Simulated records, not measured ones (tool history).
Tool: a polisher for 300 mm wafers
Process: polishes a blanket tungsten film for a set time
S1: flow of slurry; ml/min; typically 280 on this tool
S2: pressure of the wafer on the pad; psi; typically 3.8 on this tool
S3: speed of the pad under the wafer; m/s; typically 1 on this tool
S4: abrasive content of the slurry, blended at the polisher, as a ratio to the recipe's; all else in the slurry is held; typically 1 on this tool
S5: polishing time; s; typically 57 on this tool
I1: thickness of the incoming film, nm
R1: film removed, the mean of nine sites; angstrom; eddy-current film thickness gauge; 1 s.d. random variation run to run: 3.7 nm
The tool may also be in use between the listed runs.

{"run": 1, "day": 0.0, "S1": 280, "S2": 3.8, "S3": 1.12, "S4": 1, "S5": 57, "I1": 1586.5, "R1": 3294}
{"run": 2, "day": 0.725, "S1": 280, "S2": 3.8, "S3": 1.12, "S4": 1, "S5": 57, "I1": 1559, "R1": 3160}
{"run": 3, "day": 2.188, "S1": 335, "S2": 3.8, "S3": 1, "S4": 1, "S5": 57, "I1": 1573.7, "R1": 2850}
{"run": 4, "day": 3.767, "S1": 335, "S2": 3.8, "S3": 1, "S4": 1, "S5": 57, "I1": 1596.6, "R1": 3097}
{"run": 5, "day": 5.212, "S1": 280, "S2": 3.8, "S3": 0.88, "S4": 1, "S5": 57, "I1": 1596.4, "R1": 2602}
{"run": 6, "day": 5.733, "S1": 280, "S2": 3.8, "S3": 0.88, "S4": 1, "S5": 57, "I1": 1572.7, "R1": 2532}
{"run": 7, "day": 6.317, "S1": 280, "S2": 3.8, "S3": 0.88, "S4": 1, "S5": 57, "I1": 1568.9, "R1": 2493}
{"run": 8, "day": 7.4, "S1": 280, "S2": 3.8, "S3": 1.16, "S4": 0.8, "S5": 57, "I1": 1587.4, "R1": 3066}
{"run": 9, "day": 8.071, "S1": 280, "S2": 3.8, "S3": 1.16, "S4": 0.8, "S5": 57, "I1": 1571.3, "R1": 3157}
{"run": 10, "day": 8.667, "S1": 280, "S2": 3.8, "S3": 1, "S4": 0.95, "S5": 57, "I1": 1603.9, "R1": 2996}
{"run": 11, "day": 9.758, "S1": 280, "S2": 3.8, "S3": 1, "S4": 0.95, "S5": 57, "I1": 1603.8, "R1": 2865}
{"run": 12, "day": 10.275, "S1": 185, "S2": 3, "S3": 1.12, "S4": 1, "S5": 57, "I1": 1591.6, "R1": 2576}
{"run": 13, "day": 10.821, "S1": 280, "S2": 3.8, "S3": 0.88, "S4": 1, "S5": 57, "I1": 1595.2, "R1": 2417}
{"run": 14, "day": 11.938, "S1": 280, "S2": 3.8, "S3": 1, "S4": 1, "S5": 57, "I1": 1554.3, "R1": 2798}
{"run": 15, "day": 13.146, "S1": 280, "S2": 3.8, "S3": 1, "S4": 0.95, "S5": 57, "I1": 1608.2, "R1": 2701}
{"run": 16, "day": 13.908, "S1": 280, "S2": 4.2, "S3": 1.32, "S4": 1, "S5": 57, "I1": 1587.2, "R1": 4436}
{"run": 17, "day": 14.454, "S1": 315, "S2": 4.2, "S3": 1, "S4": 1.3, "S5": 46, "I1": 1579.9, "R1": 2859}
{"run": 18, "day": 14.988, "S1": 205, "S2": 3.8, "S3": 1, "S4": 1, "S5": 39, "I1": 1586.8, "R1": 2006}
{"run": 19, "day": 18.258, "S1": 245, "S2": 3.8, "S3": 1.24, "S4": 1.2, "S5": 73, "I1": 1597.5, "R1": 4712}
{"run": 20, "day": 19.917, "S1": 325, "S2": 3.8, "S3": 1, "S4": 1, "S5": 57, "I1": 1573, "R1": 3061}
{"run": 21, "day": 20.596, "S1": 280, "S2": 3.8, "S3": 1, "S4": 1, "S5": 40, "I1": 1608, "R1": 2082}
{"run": 22, "day": 21.342, "S1": 280, "S2": 3.8, "S3": 1, "S4": 1, "S5": 57, "I1": 1595, "R1": 2885}

Withheld: 14 entries from between the runs. Position of each, and hidden state at the listed run before versus the listed run after:
After run 3, before run 4: worn pad replaced by a new one (day 3.25); slurry tank refilled with fresh slurry and peroxide (day 3.358)
  peroxide lost from the slurry, %: 24.8 -> 6.36
  measured value less the no-hidden-state value, R1: -338 -> -79 angstrom
After run 4, before run 5: slurry blender recalibrated (day 4.367)
  peroxide lost from the slurry, %: 6.36 -> 17.5
  measured value less the no-hidden-state value, R1: -79 -> -203 angstrom
After run 7, before run 8: worn pad replaced by a new one (day 7.379)
  peroxide lost from the slurry, %: 21.7 -> 24
  measured value less the no-hidden-state value, R1: -251 -> -348 angstrom
After run 9, before run 10: slurry tank refilled with fresh slurry and peroxide (day 8.208)
  peroxide lost from the slurry, %: 24.8 -> 11.9
  measured value less the no-hidden-state value, R1: -375 -> -149 angstrom
After run 10, before run 11: slurry blender recalibrated (day 9.738)
  peroxide lost from the slurry, %: 11.9 -> 20.8
  measured value less the no-hidden-state value, R1: -149 -> -274 angstrom
After run 13, before run 14: worn pad replaced by a new one (day 11.35)
  peroxide lost from the slurry, %: 25.6 -> 28.4
  measured value less the no-hidden-state value, R1: -299 -> -397 angstrom
After run 15, before run 16: slurry tank refilled with fresh slurry and peroxide (day 13.575)
  peroxide lost from the slurry, %: 30 -> 4.69
  measured value less the no-hidden-state value, R1: -412 -> -82 angstrom
After run 16, before run 17: slurry nozzle cleaned (day 14.242)
  peroxide lost from the slurry, %: 4.69 -> 10.2
  measured value less the no-hidden-state value, R1: -82 -> -120 angstrom
After run 18, before run 19: worn pad replaced by a new one (day 15.229); head pressure recalibrated (day 15.604); slurry blender recalibrated (day 15.988)
  peroxide lost from the slurry, %: 14.2 -> 24
  measured value less the no-hidden-state value, R1: -122 -> -536 angstrom
After run 19, before run 20: worn pad replaced by a new one (day 19.096); slurry tank refilled with fresh slurry and peroxide (day 19.246)
  peroxide lost from the slurry, %: 24 -> 8.67
  measured value less the no-hidden-state value, R1: -536 -> -108 angstrom

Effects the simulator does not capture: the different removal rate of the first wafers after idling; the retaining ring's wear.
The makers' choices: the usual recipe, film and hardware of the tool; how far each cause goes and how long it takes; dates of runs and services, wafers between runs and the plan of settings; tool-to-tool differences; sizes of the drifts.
